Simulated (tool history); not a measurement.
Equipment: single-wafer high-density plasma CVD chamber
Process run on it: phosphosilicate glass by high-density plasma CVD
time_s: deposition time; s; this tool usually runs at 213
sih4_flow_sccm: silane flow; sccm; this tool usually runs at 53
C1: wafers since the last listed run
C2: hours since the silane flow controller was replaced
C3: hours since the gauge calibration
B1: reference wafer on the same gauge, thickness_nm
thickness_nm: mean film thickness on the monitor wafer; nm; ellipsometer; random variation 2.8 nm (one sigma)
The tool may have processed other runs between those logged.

Run 1, day 0: usual settings; C1 0; C2 3871; C3 888.9; B1 1270.432. Result: thickness_nm 1074.603 nm.
Run 2, day 1.088: usual settings; C1 251; C2 3897.1; C3 915; B1 1269.698. Result: thickness_nm 1075.586 nm.
Run 3, day 4.008: usual settings; C1 675; C2 3967.2; C3 985.1; B1 1269.767. Result: thickness_nm 1079.131 nm.
Run 4, day 7: usual settings; C1 691; C2 4039; C3 1056.9; B1 1270.222. Result: thickness_nm 1081.468 nm.
Run 5, day 9.321: usual settings; C1 536; C2 4094.7; C3 1112.6; B1 1269.697. Result: thickness_nm 1079.108 nm.
Run 6, day 12.279: usual settings but sih4_flow_sccm 58 sccm; C1 684; C2 4165.7; C3 1183.6; B1 1270.349. Result: thickness_nm 1174.377 nm.
Run 7, day 13.875: usual settings but sih4_flow_sccm 58 sccm; C1 369; C2 4204; C3 1221.9; B1 1269.511. Result: thickness_nm 1179.946 nm.
Run 8, day 15.158: usual settings but sih4_flow_sccm 58 sccm; C1 296; C2 4234.8; C3 1252.7; B1 1268.838. Result: thickness_nm 1177.023 nm.
Run 9, day 17.267: usual settings; C1 487; C2 4285.4; C3 1303.3; B1 1270.059. Result: thickness_nm 1075.783 nm.
Run 10, day 20.192: usual settings; C1 676; C2 4355.6; C3 1373.5; B1 1269.605. Result: thickness_nm 1076.953 nm.
Run 11, day 23.129: usual settings but time_s 227 s, sih4_flow_sccm 58 sccm; C1 679; C2 4426.1; C3 1444; B1 1269.712. Result: thickness_nm 1255.021 nm.
At day 23.692: gauge calibrated.
Run 12, day 24.371: usual settings but time_s 226 s, sih4_flow_sccm 56 sccm; C1 287; C2 4455.9; C3 16.3; B1 1269.458. Result: thickness_nm 1206.76 nm.
Run 13, day 25.521: usual settings; C1 265; C2 4483.5; C3 43.9; B1 1269.924. Result: thickness_nm 1079.202 nm.
Run 14, day 27.467: usual settings; C1 449; C2 4530.2; C3 90.6; B1 1269.513. Result: thickness_nm 1076.114 nm.
Run 15, day 29.733: usual settings; C1 524; C2 4584.6; C3 145; B1 1269.769. Result: thickness_nm 1079.883 nm.
Run 16, day 32.5: usual settings; C1 639; C2 4651; C3 211.4; B1 1270.307. Result: thickness_nm 1077.807 nm.
Run 17, day 34.046: usual settings; C1 357; C2 4688.1; C3 248.5; B1 1271.047. Result: thickness_nm 1071.804 nm.
Run 18, day 35.162: usual settings but time_s 224 s; C1 258; C2 4714.9; C3 275.3; B1 1269.721. Result: thickness_nm 1135.827 nm.
Run 19, day 36.8: usual settings but time_s 224 s; C1 378; C2 4754.2; C3 314.6; B1 1269.966. Result: thickness_nm 1131.504 nm.
At day 37.988: silane flow controller replaced.
Run 20, day 38.438: usual settings; C1 301; C2 10.8; C3 353.9; B1 1269.946. Result: thickness_nm 1117.316 nm.
Run 21, day 41.392: usual settings; C1 683; C2 81.7; C3 424.8; B1 1269.771. Result: thickness_nm 1114.103 nm.
Run 22, day 43.971: usual settings but sih4_flow_sccm 56 sccm; C1 596; C2 143.6; C3 486.7; B1 1269.873. Result: thickness_nm 1177.085 nm.
Run 23, day 46.75: usual settings; C1 642; C2 210.3; C3 553.4; B1 1270.882. Result: thickness_nm 1108.821 nm.
Run 24, day 49.283: usual settings; C1 585; C2 271.1; C3 614.2; B1 1269.758. Result: thickness_nm 1110.631 nm.
Run 25, day 54.442: usual settings but time_s 250 s, sih4_flow_sccm 61 sccm; C1 1192; C2 394.9; C3 738; B1 1269.981. Result: thickness_nm 1490.696 nm.
Run 26, day 57.192: usual settings but time_s 225 s, sih4_flow_sccm 47 sccm; C1 635; C2 460.9; C3 804; B1 1270.052. Result: thickness_nm 1037.445 nm.
Run 27, day 58.267: usual settings; C1 248; C2 486.7; C3 829.8; B1 1269.936. Result: thickness_nm 1105.482 nm.
Run 28, day 60.729: usual settings but sih4_flow_sccm 43 sccm; C1 569; C2 545.8; C3 888.9; B1 1269.295. Result: thickness_nm 899.092 nm.
Run 29, day 63.208: usual settings; C1 573; C2 605.3; C3 948.4; B1 1270.9. Result: thickness_nm 1100.468 nm.
Run 30, day 65.612: usual settings but time_s 191 s, sih4_flow_sccm 61 sccm; C1 555; C2 663; C3 1006.1; B1 1270.037. Result: thickness_nm 1129.169 nm.
Run 31, day 68.258: usual settings but time_s 253 s, sih4_flow_sccm 43 sccm; C1 611; C2 726.5; C3 1069.6; B1 1270.841. Result: thickness_nm 1067.073 nm.
Run 32, day 70.883: usual settings but time_s 238 s; C1 606; C2 789.5; C3 1132.6; B1 1270.225. Result: thickness_nm 1230 nm.
Run 33, day 76.208: usual settings but time_s 188 s, sih4_flow_sccm 48 sccm; C1 1231; C2 917.3; C3 1260.4; B1 1270.619. Result: thickness_nm 880.45 nm.
Run 34, day 78.979: usual settings but time_s 192 s, sih4_flow_sccm 61 sccm; C1 640; C2 983.8; C3 1326.9; B1 1270.61. Result: thickness_nm 1138.951 nm.
At day 80.275: gauge calibrated.
Run 35, day 87.8: usual settings but time_s 225 s; C1 2039; C2 1195.5; C3 180.6; B1 1269.633. Result: thickness_nm 1154.151 nm.
Run 36, day 89.042: usual settings but time_s 246 s; C1 287; C2 1225.3; C3 210.4; B1 1271.091. Result: thickness_nm 1261.204 nm.
Run 37, day 91.258: usual settings but time_s 231 s; C1 512; C2 1278.5; C3 263.6; B1 1270.35. Result: thickness_nm 1176.783 nm.
Run 38, day 92.779: usual settings but time_s 254 s, sih4_flow_sccm 57 sccm; C1 351; C2 1315; C3 300.1; B1 1269.139. Result: thickness_nm 1398.301 nm.
Run 39, day 94.829: usual settings but time_s 193 s; C1 474; C2 1364.2; C3 349.3; B1 1269.284. Result: thickness_nm 983.417 nm.
Run 40, day 97.662: usual settings but time_s 224 s, sih4_flow_sccm 46 sccm; C1 655; C2 1432.2; C3 417.3; B1 1270.261. Result: thickness_nm 997.692 nm.
Run 41, day 100.596: usual settings but time_s 194 s, sih4_flow_sccm 50 sccm; C1 678; C2 1502.6; C3 487.7; B1 1268.727. Result: thickness_nm 932.589 nm.
Run 42, day 101.842: usual settings; C1 288; C2 1532.5; C3 517.6; B1 1270.583. Result: thickness_nm 1088.456 nm.
Run 43, day 104.229: usual settings but time_s 227 s; C1 552; C2 1589.8; C3 574.9; B1 1270.605. Result: thickness_nm 1161.101 nm.

List, for all runs, the conditions of the tool that the log does not record:
gauge reads high (%): 0 at every run
H1: delivered silane flow above the setpoint (%)
run      H1
  1    -3.9
  2   -3.91
  3   -3.92
  4   -3.94
  5   -3.95
  6   -3.96
  7   -3.97
  8   -3.97
  9   -3.98
 10   -3.99
 11      -4
 12      -4
 13   -4.01
 14   -4.01
 15   -4.02
 16   -4.03
 17   -4.03
 18   -4.04
 19   -4.04
 20  -0.393
 21   -0.58
 22  -0.735
 23  -0.896
 24   -1.04
 25   -1.31
 26   -1.44
 27   -1.49
 28   -1.61
 29   -1.72
 30   -1.82
 31   -1.93
 32   -2.03
 33   -2.23
 34   -2.32
 35    -2.6
 36   -2.64
 37    -2.7
 38   -2.74
 39    -2.8
 40   -2.87
 41   -2.94
 42   -2.97
 43   -3.03
